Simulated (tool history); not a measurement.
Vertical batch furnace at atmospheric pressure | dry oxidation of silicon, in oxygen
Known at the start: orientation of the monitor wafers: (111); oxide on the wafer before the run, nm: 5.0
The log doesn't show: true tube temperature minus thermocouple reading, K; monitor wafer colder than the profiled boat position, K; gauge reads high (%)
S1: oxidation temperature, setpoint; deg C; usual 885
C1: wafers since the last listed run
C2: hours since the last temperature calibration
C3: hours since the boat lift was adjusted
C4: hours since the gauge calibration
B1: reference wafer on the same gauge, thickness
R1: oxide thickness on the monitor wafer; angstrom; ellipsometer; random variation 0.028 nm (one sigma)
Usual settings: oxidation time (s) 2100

Run 1, hour 0: usual settings but S1 903 deg C, oxidation time (s) 2370; C1 0; C2 2063.1; C3 2651.7; C4 146; B1 19.5. Result: R1 243 angstrom.
Run 2, hour 19.6: usual settings; C1 154; C2 2082.7; C3 2671.3; C4 165.6; B1 19.49. Result: R1 191.9 angstrom.
Run 3, hour 39.1: usual settings; C1 153; C2 2102.2; C3 2690.8; C4 185.1; B1 19.5. Result: R1 191.9 angstrom.
Run 4, hour 48.8: usual settings; C1 76; C2 2111.9; C3 2700.5; C4 194.8; B1 19.51. Result: R1 192.3 angstrom.
Run 5, hour 65.2: usual settings; C1 129; C2 2128.3; C3 2716.9; C4 211.2; B1 19.5. Result: R1 192 angstrom.
Run 6, hour 85.8: usual settings; C1 162; C2 2148.9; C3 2737.5; C4 231.8; B1 19.5. Result: R1 191.7 angstrom.
Run 7, hour 97: usual settings but S1 891 deg C, oxidation time (s) 1380; C1 88; C2 2160.1; C3 2748.7; C4 243; B1 19.5. Result: R1 158.6 angstrom.
At hour 126.7: thermocouples replaced and temperature profile calibrated.
Run 8, hour 127.4: usual settings but S1 891 deg C, oxidation time (s) 1380; C1 50; C2 0.7; C3 2779.1; C4 273.4; B1 19.5. Result: R1 151.7 angstrom.
At hour 138.3: gauge calibrated.
Run 9, hour 146.6: usual settings; C1 151; C2 19.9; C3 2798.3; C4 8.3; B1 19.49. Result: R1 183.8 angstrom.
Run 10, hour 156.3: usual settings; C1 76; C2 29.6; C3 2808; C4 18; B1 19.5. Result: R1 184.3 angstrom.
Run 11, hour 163.2: usual settings but S1 893 deg C; C1 54; C2 36.5; C3 2814.9; C4 24.9; B1 19.5. Result: R1 197.9 angstrom.
Run 12, hour 177.9: usual settings but S1 893 deg C; C1 115; C2 51.2; C3 2829.6; C4 39.6; B1 19.49. Result: R1 197.9 angstrom.
Run 13, hour 191.6: usual settings but S1 867 deg C; C1 107; C2 64.9; C3 2843.3; C4 53.3; B1 19.5. Result: R1 157 angstrom.
Run 14, hour 206.1: usual settings but S1 867 deg C; C1 114; C2 79.4; C3 2857.8; C4 67.8; B1 19.5. Result: R1 157.2 angstrom.
Run 15, hour 222.7: usual settings but S1 862 deg C, oxidation time (s) 2490; C1 130; C2 96; C3 2874.4; C4 84.4; B1 19.5. Result: R1 165.8 angstrom.
Run 16, hour 243.1: usual settings but S1 897 deg C, oxidation time (s) 1230; C1 160; C2 116.4; C3 2894.8; C4 104.8; B1 19.5. Result: R1 150.8 angstrom.
Run 17, hour 258.4: usual settings but S1 867 deg C, oxidation time (s) 1380; C1 120; C2 131.7; C3 2910.1; C4 120.1; B1 19.5. Result: R1 124.9 angstrom.
At hour 283.2: boat lift adjusted.
Run 18, hour 283.7: usual settings; C1 10; C2 157; C3 0.5; C4 145.4; B1 19.5. Result: R1 184.9 angstrom.
Run 19, hour 288.6: usual settings but oxidation time (s) 2370; C1 38; C2 161.9; C3 5.4; C4 150.3; B1 19.5. Result: R1 199.2 angstrom.
Run 20, hour 302.6: usual settings; C1 110; C2 175.9; C3 19.4; C4 164.3; B1 19.5. Result: R1 185.7 angstrom.
Run 21, hour 312.8: usual settings but S1 873 deg C; C1 80; C2 186.1; C3 29.6; C4 174.5; B1 19.5. Result: R1 166.8 angstrom.
Run 22, hour 321.2: usual settings but S1 871 deg C, oxidation time (s) 2820; C1 66; C2 194.5; C3 38; C4 182.9; B1 19.5. Result: R1 194.6 angstrom.
Run 23, hour 332: usual settings; C1 85; C2 205.3; C3 48.8; C4 193.7; B1 19.5. Result: R1 186 angstrom.
Run 24, hour 346.4: usual settings but S1 894 deg C, oxidation time (s) 1590; C1 113; C2 219.7; C3 63.2; C4 208.1; B1 19.5. Result: R1 170.7 angstrom.
Run 25, hour 363.7: usual settings but oxidation time (s) 2850; C1 136; C2 237; C3 80.5; C4 225.4; B1 19.51. Result: R1 224 angstrom.
Run 26, hour 371.4: usual settings; C1 60; C2 244.7; C3 88.2; C4 233.1; B1 19.5. Result: R1 186.3 angstrom.
Run 27, hour 382.3: usual settings but S1 864 deg C, oxidation time (s) 1260; C1 85; C2 255.6; C3 99.1; C4 244; B1 19.5. Result: R1 116.9 angstrom.
Run 28, hour 391.8: usual settings but S1 866 deg C; C1 74; C2 265.1; C3 108.6; C4 253.5; B1 19.5. Result: R1 157.1 angstrom.

4 ways to go on from here, each from the tool as it stands after run 28. What would each give?
Run A, hour 396.8: usual settings but S1 903 deg C; C1 39; C2 270.1; C3 113.6; C4 258.5; B1 ?. Result: R1 ?.
Run B, hour 396.8: usual settings but oxidation time (s) 2760; C1 39; C2 270.1; C3 113.6; C4 258.5; B1 ?. Result: R1 ?.
Run C, hour 396.8: usual settings but S1 867 deg C, oxidation time (s) 2700; C1 39; C2 270.1; C3 113.6; C4 258.5; B1 ?. Result: R1 ?.
Run D, hour 396.8: usual settings but S1 893 deg C, oxidation time (s) 1170; C1 39; C2 270.1; C3 113.6; C4 258.5; B1 ?. Result: R1 ?.

run    B1     R1
  A  19.5    218
  B  19.5    219
  C  19.5    183
  D  19.5  142.1
Without the tool's hidden state the same runs would have given:
run     R1
  A  214.8
  B  215.7
  C  180.2
  D  140.2
